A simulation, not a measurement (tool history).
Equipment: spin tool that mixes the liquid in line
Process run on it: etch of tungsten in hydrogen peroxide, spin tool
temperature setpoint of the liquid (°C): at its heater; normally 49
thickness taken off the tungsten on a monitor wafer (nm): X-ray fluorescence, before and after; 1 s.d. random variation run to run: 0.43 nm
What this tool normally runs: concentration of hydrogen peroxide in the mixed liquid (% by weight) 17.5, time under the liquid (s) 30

| run | hour | temperature setpoint of the liquid (°C) | concentration of hydrogen peroxide in the mixed liquid (% by weight) | time under the liquid (s) | read-back film thickness of the tungsten reference wafer, read on the same gauge (nm) | thickness taken off the tungsten on a monitor wafer (nm) |
|---|---|---|---|---|---|---|
| 1 | 0 | 49 | 16 | 30 | 89.98 | 73.28 |
| 2 | 28.6 | 49 | 16 | 35 | 90.01 | 84.88 |
| 3 | 58.3 | 49 | 16 | 35 | 89.97 | 84.73 |
| 4 | 88.8 | 49 | 17.5 | 30 | 90 | 75.33 |
| 5 | 120.2 | 49 | 17.5 | 30 | 89.99 | 74.68 |
| 6 | 132.7 | 44.5 | 15.5 | 30 | 89.98 | 53.53 |
| 7 | 147.8 | 44.5 | 15.5 | 30 | 89.99 | 53.26 |
| 8 | 161.9 | 44.5 | 15.5 | 30 | 89.98 | 53.07 |
| 9 | 194.3 | 49 | 17.5 | 30 | 90.03 | 74.84 |
|  | 257.2 | peroxide flow meter replaced |
|  | 264.6 | heated supply line repaired |
|  | 273.7 | new drum of peroxide connected |
| 10 | 288.9 | 49 | 17.5 | 30 | 89.99 | 82.01 |
|  | 300 | gauge calibrated |
| 11 | 321.8 | 49 | 17.5 | 40 | 90.02 | 109.79 |
| 12 | 349.1 | 49 | 17.5 | 30 | 90.02 | 81.3 |
| 13 | 374 | 49 | 14.5 | 45 | 89.97 | 111.46 |
| 14 | 391.1 | 49 | 17.5 | 30 | 90 | 81.62 |
| 15 | 410.7 | 49 | 21.5 | 50 | 89.98 | 148.22 |
| 16 | 431.3 | 49 | 17.5 | 30 | 90.05 | 81.13 |
|  | 436.7 | thermometer replaced |
| 17 | 450.9 | 49 | 14 | 30 | 89.99 | 60.88 |
| 18 | 465.4 | 49 | 21.5 | 15 | 90.03 | 37.58 |
| 19 | 485.6 | 49 | 17.5 | 45 | 89.98 | 100.72 |
| 20 | 510.3 | 49 | 19.5 | 15 | 90.06 | 35.67 |
| 21 | 545.5 | 54 | 21.5 | 20 | 89.96 | 67.9 |
| 22 | 564.8 | 43.5 | 17.5 | 50 | 90.02 | 78.96 |

Difference, measured minus no-hidden-state, one row per run. Run-to-run variation is common to both terms; the gauge's own scatter need not be:
Hidden state present: liquid hotter than its thermometer reads (K); peroxide flow above the setpoint (%); temperature lost on the way to the wafer (K); peroxide weaker than its label (%); gauge reads high (%).
| run | thickness taken off the tungsten on a monitor wafer (nm) |
|---|---|
| 1 | +6.75 |
| 2 | +7.59 |
| 3 | +7.39 |
| 4 | +6.35 |
| 5 | +6.09 |
| 6 | +4.42 |
| 7 | +4.31 |
| 8 | +4.23 |
| 9 | +5.6 |
| 10 | +13.16 |
| 11 | +17.34 |
| 12 | +12.68 |
| 13 | +17.15 |
| 14 | +12.43 |
| 15 | +22.35 |
| 16 | +12.07 |
| 17 | -0.98 |
| 18 | -0.67 |
| 19 | -2 |
| 20 | -0.8 |
| 21 | -1.73 |
| 22 | -2.3 |
